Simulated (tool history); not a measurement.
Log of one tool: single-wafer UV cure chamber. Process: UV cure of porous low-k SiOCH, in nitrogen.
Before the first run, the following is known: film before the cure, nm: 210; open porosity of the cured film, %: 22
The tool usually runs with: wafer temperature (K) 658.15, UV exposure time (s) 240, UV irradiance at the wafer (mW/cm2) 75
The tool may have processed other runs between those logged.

run	hour	wafer temperature (K)	UV exposure time (s)	UV irradiance at the wafer (mW/cm2)	wafers since the last listed run	hours since the UV bulbs were replaced	wafers since the quartz window was cleaned	loss of film thickness in the cure (%)
1	0	658.15	240	75	0	2779.3	2876	12.399
2	12	670.15	240	75	67	2791.3	2943	12.553
3	20.4	670.15	240	75	47	2799.7	2990	12.476
4	34.8	658.15	290	75	80	2814.1	3071	13.282
5	41	664.15	240	75	34	2820.3	3106	12.215
6	51.9	658.15	240	75	61	2831.2	3167	12.453
7	61.6	658.15	240	75	54	2840.9	3221	12.496
8	78.1	658.15	305	75	92	2857.4	3314	13.553
9	85.5	658.15	240	75	41	2864.8	3355	12.244
10	101.9	658.15	240	75	91	2881.2	3447	12.208
11	141.1	658.15	240	75	219	2920.4	3667	12.325
12	169.2	658.15	240	75	157	2948.5	3824	12.339
13	177.7	658.15	240	75	47	2957	3872	12.296
# hour 186.8: UV bulbs replaced
14	187.3	653.15	240	75	8	0.5	3881	12.317
15	199.1	658.15	240	75	66	12.3	3947	12.3
16	216.8	658.15	240	75	99	30	4046	12.439
17	229	674.15	310	49	68	42.2	4114	11.893
18	238.5	667.15	160	99	53	51.7	4167	11.989
19	245.3	658.15	335	107	38	58.5	4205	15.988

What does the tool deliver on the next run?
20	257.3	658.15	240	75	67	70.5	4273	?

Run 20 yielded loss of film thickness in the cure (%) 12.292.
The same run, on a tool lacking any hidden state, would have yielded loss of film thickness in the cure (%) 12.292.

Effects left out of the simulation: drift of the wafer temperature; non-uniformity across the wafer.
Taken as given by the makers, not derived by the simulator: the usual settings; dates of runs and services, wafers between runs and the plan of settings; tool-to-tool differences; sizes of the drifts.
